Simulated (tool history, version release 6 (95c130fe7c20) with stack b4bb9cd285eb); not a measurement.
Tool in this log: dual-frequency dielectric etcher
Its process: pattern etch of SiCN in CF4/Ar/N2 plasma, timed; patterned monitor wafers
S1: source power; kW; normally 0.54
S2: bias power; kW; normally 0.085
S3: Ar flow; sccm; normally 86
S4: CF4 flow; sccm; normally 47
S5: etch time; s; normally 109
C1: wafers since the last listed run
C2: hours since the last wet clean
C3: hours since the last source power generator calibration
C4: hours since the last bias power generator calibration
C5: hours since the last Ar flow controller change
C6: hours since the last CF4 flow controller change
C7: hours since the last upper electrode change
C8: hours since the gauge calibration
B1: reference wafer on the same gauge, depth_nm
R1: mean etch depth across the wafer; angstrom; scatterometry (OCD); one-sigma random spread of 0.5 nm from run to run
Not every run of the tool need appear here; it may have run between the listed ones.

{"run": 1, "hour": 0.0, "S1": 0.54, "S2": 0.085, "S3": 73, "S4": 47, "S5": 122.5, "C1": 0, "C2": 416.4, "C3": 4147.7, "C4": 3679.3, "C5": 1923.8, "C6": 1362.2, "C7": 3929.4, "C8": 39.2, "B1": 129.8, "R1": 1384}
{"run": 2, "hour": 10.8, "S1": 0.54, "S2": 0.085, "S3": 73, "S4": 47, "S5": 122.5, "C1": 109, "C2": 427.2, "C3": 4158.5, "C4": 3690.1, "C5": 1934.6, "C6": 1373, "C7": 3940.2, "C8": 50, "B1": 129.8, "R1": 1402}
{"run": 3, "hour": 18.7, "S1": 0.54, "S2": 0.085, "S3": 73, "S4": 47, "S5": 122.5, "C1": 80, "C2": 435.1, "C3": 4166.4, "C4": 3698, "C5": 1942.5, "C6": 1380.9, "C7": 3948.1, "C8": 57.9, "B1": 129.9, "R1": 1401}
{"run": 4, "hour": 31.7, "S1": 0.54, "S2": 0.085, "S3": 86, "S4": 47, "S5": 109, "C1": 132, "C2": 448.1, "C3": 4179.4, "C4": 3711, "C5": 1955.5, "C6": 1393.9, "C7": 3961.1, "C8": 70.9, "B1": 130.1, "R1": 1205}
{"run": 5, "hour": 43.2, "S1": 0.54, "S2": 0.085, "S3": 86, "S4": 47, "S5": 109, "C1": 116, "C2": 459.6, "C3": 4190.9, "C4": 3722.5, "C5": 1967, "C6": 1405.4, "C7": 3972.6, "C8": 82.4, "B1": 129.9, "R1": 1202}
{"run": 6, "hour": 56.0, "S1": 0.54, "S2": 0.085, "S3": 86, "S4": 47, "S5": 109, "C1": 130, "C2": 472.4, "C3": 4203.7, "C4": 3735.3, "C5": 1979.8, "C6": 1418.2, "C7": 3985.4, "C8": 95.2, "B1": 130, "R1": 1200}
{"hour": 69.8, "done": "bias power generator calibrated"}
{"hour": 75.2, "done": "source power generator calibrated"}
{"hour": 79.6, "done": "Ar flow controller replaced"}
{"hour": 85.8, "done": "gauge calibrated"}
{"hour": 91.3, "done": "upper electrode replaced"}
{"hour": 103.5, "done": "wet clean of the chamber"}
{"run": 7, "hour": 104.0, "S1": 0.54, "S2": 0.085, "S3": 86, "S4": 47, "S5": 109, "C1": 119, "C2": 0.5, "C3": 28.8, "C4": 34.2, "C5": 24.4, "C6": 1466.2, "C7": 12.7, "C8": 18.2, "B1": 130, "R1": 1200}
{"run": 8, "hour": 104.3, "S1": 0.43, "S2": 0.085, "S3": 68, "S4": 52, "S5": 128.5, "C1": 3, "C2": 0.8, "C3": 29.1, "C4": 34.5, "C5": 24.7, "C6": 1466.5, "C7": 13, "C8": 18.5, "B1": 129.9, "R1": 1166}
{"run": 9, "hour": 104.7, "S1": 0.54, "S2": 0.085, "S3": 86, "S4": 47, "S5": 109, "C1": 4, "C2": 1.2, "C3": 29.5, "C4": 34.9, "C5": 25.1, "C6": 1466.9, "C7": 13.4, "C8": 18.9, "B1": 129.9, "R1": 1204}
{"run": 10, "hour": 105.4, "S1": 0.47, "S2": 0.092, "S3": 77, "S4": 47, "S5": 133, "C1": 7, "C2": 1.9, "C3": 30.2, "C4": 35.6, "C5": 25.8, "C6": 1467.6, "C7": 14.1, "C8": 19.6, "B1": 129.9, "R1": 1319}
{"run": 11, "hour": 118.5, "S1": 0.54, "S2": 0.096, "S3": 86, "S4": 57, "S5": 140, "C1": 133, "C2": 15, "C3": 43.3, "C4": 48.7, "C5": 38.9, "C6": 1480.7, "C7": 27.2, "C8": 32.7, "B1": 130, "R1": 1632}
{"hour": 125.1, "done": "CF4 flow controller replaced"}
{"run": 12, "hour": 133.6, "S1": 0.54, "S2": 0.085, "S3": 86, "S4": 47, "S5": 86.5, "C1": 92, "C2": 30.1, "C3": 58.4, "C4": 63.8, "C5": 54, "C6": 8.5, "C7": 42.3, "C8": 47.8, "B1": 130.1, "R1": 951}
{"run": 13, "hour": 141.8, "S1": 0.54, "S2": 0.085, "S3": 86, "S4": 47, "S5": 109, "C1": 83, "C2": 38.3, "C3": 66.6, "C4": 72, "C5": 62.2, "C6": 16.7, "C7": 50.5, "C8": 56, "B1": 130, "R1": 1193}
{"run": 14, "hour": 159.2, "S1": 0.54, "S2": 0.085, "S3": 86, "S4": 47, "S5": 109, "C1": 176, "C2": 55.7, "C3": 84, "C4": 89.4, "C5": 79.6, "C6": 34.1, "C7": 67.9, "C8": 73.4, "B1": 130, "R1": 1205}
{"run": 15, "hour": 173.3, "S1": 0.42, "S2": 0.105, "S3": 106, "S4": 57, "S5": 109, "C1": 143, "C2": 69.8, "C3": 98.1, "C4": 103.5, "C5": 93.7, "C6": 48.2, "C7": 82, "C8": 87.5, "B1": 130, "R1": 973}

Give the tool's hidden conditions for every run:
etch rate over this chamber's usual, %: 0 across all the runs
source power that arrives over what is set, %: 0 across all the runs
bias power that arrives over what is set, %: 0 across all the runs
Ar flow that arrives over what is set, %: 0 across all the runs
CF4 flow that arrives over what is set, %: 0 across all the runs
gauge reads high (%): 0 across all the runs
